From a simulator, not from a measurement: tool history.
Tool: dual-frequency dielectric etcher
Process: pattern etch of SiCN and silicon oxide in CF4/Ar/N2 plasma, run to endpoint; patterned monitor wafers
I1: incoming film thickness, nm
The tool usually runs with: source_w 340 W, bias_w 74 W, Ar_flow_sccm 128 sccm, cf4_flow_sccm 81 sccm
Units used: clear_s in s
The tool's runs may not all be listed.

{"run": 1, "hour": 0.0, "source_w": 340, "bias_w": 74, "Ar_flow_sccm": 128, "cf4_flow_sccm": 81, "I1": 11.99, "clear_s": 16.5}
{"run": 2, "hour": 53.1, "source_w": 400, "bias_w": 74, "Ar_flow_sccm": 128, "cf4_flow_sccm": 81, "I1": 11.93, "clear_s": 14.2}
{"hour": 59.3, "done": "Ar flow controller replaced"}
{"run": 3, "hour": 109.9, "source_w": 340, "bias_w": 74, "Ar_flow_sccm": 128, "cf4_flow_sccm": 81, "I1": 12.05, "clear_s": 16.1}
{"run": 4, "hour": 150.3, "source_w": 340, "bias_w": 84, "Ar_flow_sccm": 128, "cf4_flow_sccm": 81, "I1": 12.16, "clear_s": 15.6}
{"hour": 186.0, "done": "wet clean of the chamber"}
{"run": 5, "hour": 258.2, "source_w": 340, "bias_w": 84, "Ar_flow_sccm": 128, "cf4_flow_sccm": 81, "I1": 12.11, "clear_s": 16.1}
{"run": 6, "hour": 315.4, "source_w": 340, "bias_w": 64, "Ar_flow_sccm": 128, "cf4_flow_sccm": 65, "I1": 12.12, "clear_s": 18.7}
{"hour": 379.1, "done": "upper electrode replaced"}
{"run": 7, "hour": 381.9, "source_w": 390, "bias_w": 74, "Ar_flow_sccm": 128, "cf4_flow_sccm": 81, "I1": 12.04, "clear_s": 14.9}
{"run": 8, "hour": 452.4, "source_w": 420, "bias_w": 74, "Ar_flow_sccm": 116, "cf4_flow_sccm": 97, "I1": 12.1, "clear_s": 13.5}
{"run": 9, "hour": 490.6, "source_w": 340, "bias_w": 74, "Ar_flow_sccm": 128, "cf4_flow_sccm": 81, "I1": 12.16, "clear_s": 16.8}
{"run": 10, "hour": 520.5, "source_w": 340, "bias_w": 74, "Ar_flow_sccm": 128, "cf4_flow_sccm": 81, "I1": 12.07, "clear_s": 16.5}
{"hour": 551.1, "done": "CF4 flow controller replaced"}
{"run": 11, "hour": 553.9, "source_w": 340, "bias_w": 74, "Ar_flow_sccm": 140, "cf4_flow_sccm": 98, "I1": 12.27, "clear_s": 16.5}
{"run": 12, "hour": 592.3, "source_w": 340, "bias_w": 74, "Ar_flow_sccm": 128, "cf4_flow_sccm": 81, "I1": 12.11, "clear_s": 16.3}
{"run": 13, "hour": 644.5, "source_w": 420, "bias_w": 74, "Ar_flow_sccm": 116, "cf4_flow_sccm": 97, "I1": 12.11, "clear_s": 13.4}
{"run": 14, "hour": 684.6, "source_w": 270, "bias_w": 74, "Ar_flow_sccm": 146, "cf4_flow_sccm": 81, "I1": 12.15, "clear_s": 20.2}
{"hour": 727.0, "done": "wet clean of the chamber"}
{"run": 15, "hour": 743.6, "source_w": 340, "bias_w": 68, "Ar_flow_sccm": 115, "cf4_flow_sccm": 81, "I1": 12.09, "clear_s": 17.7}
{"run": 16, "hour": 792.1, "source_w": 300, "bias_w": 74, "Ar_flow_sccm": 103, "cf4_flow_sccm": 81, "I1": 12.07, "clear_s": 18.3}
{"run": 17, "hour": 856.9, "source_w": 340, "bias_w": 74, "Ar_flow_sccm": 128, "cf4_flow_sccm": 81, "I1": 12.17, "clear_s": 16.9}
{"run": 18, "hour": 890.9, "source_w": 340, "bias_w": 74, "Ar_flow_sccm": 128, "cf4_flow_sccm": 81, "I1": 12.19, "clear_s": 17.1}
{"run": 19, "hour": 943.2, "source_w": 340, "bias_w": 91, "Ar_flow_sccm": 128, "cf4_flow_sccm": 81, "I1": 12.13, "clear_s": 15.4}
{"run": 20, "hour": 967.6, "source_w": 420, "bias_w": 69, "Ar_flow_sccm": 128, "cf4_flow_sccm": 67, "I1": 12.12, "clear_s": 14.8}
{"run": 21, "hour": 1006.8, "source_w": 340, "bias_w": 88, "Ar_flow_sccm": 128, "cf4_flow_sccm": 81, "I1": 11.97, "clear_s": 15.0}
{"run": 22, "hour": 1047.6, "source_w": 320, "bias_w": 74, "Ar_flow_sccm": 114, "cf4_flow_sccm": 81, "I1": 12.2, "clear_s": 17.4}
{"run": 23, "hour": 1112.2, "source_w": 340, "bias_w": 74, "Ar_flow_sccm": 128, "cf4_flow_sccm": 81, "I1": 12.12, "clear_s": 16.7}
{"run": 24, "hour": 1181.8, "source_w": 340, "bias_w": 57, "Ar_flow_sccm": 128, "cf4_flow_sccm": 64, "I1": 12.18, "clear_s": 19.3}
{"run": 25, "hour": 1217.9, "source_w": 270, "bias_w": 74, "Ar_flow_sccm": 146, "cf4_flow_sccm": 81, "I1": 12.07, "clear_s": 20.1}

Alternative continuations, all from the tool just after run 25; predict every row:
{"run": "A", "hour": 1218.3, "source_w": 340, "bias_w": 74, "Ar_flow_sccm": 128, "cf4_flow_sccm": 81, "I1": 11.97, "clear_s": "?"}
{"run": "B", "hour": 1218.3, "source_w": 340, "bias_w": 74, "Ar_flow_sccm": 128, "cf4_flow_sccm": 88, "I1": 11.97, "clear_s": "?"}
{"run": "C", "hour": 1218.3, "source_w": 300, "bias_w": 88, "Ar_flow_sccm": 145, "cf4_flow_sccm": 94, "I1": 11.97, "clear_s": "?"}

run=A clear_s=16.3
run=B clear_s=16.1
run=C clear_s=16.6
The same runs, with their run-to-run variation unchanged, on a tool lacking any hidden condition would have given:
run=A clear_s=16.9
run=B clear_s=16.7
run=C clear_s=17.3
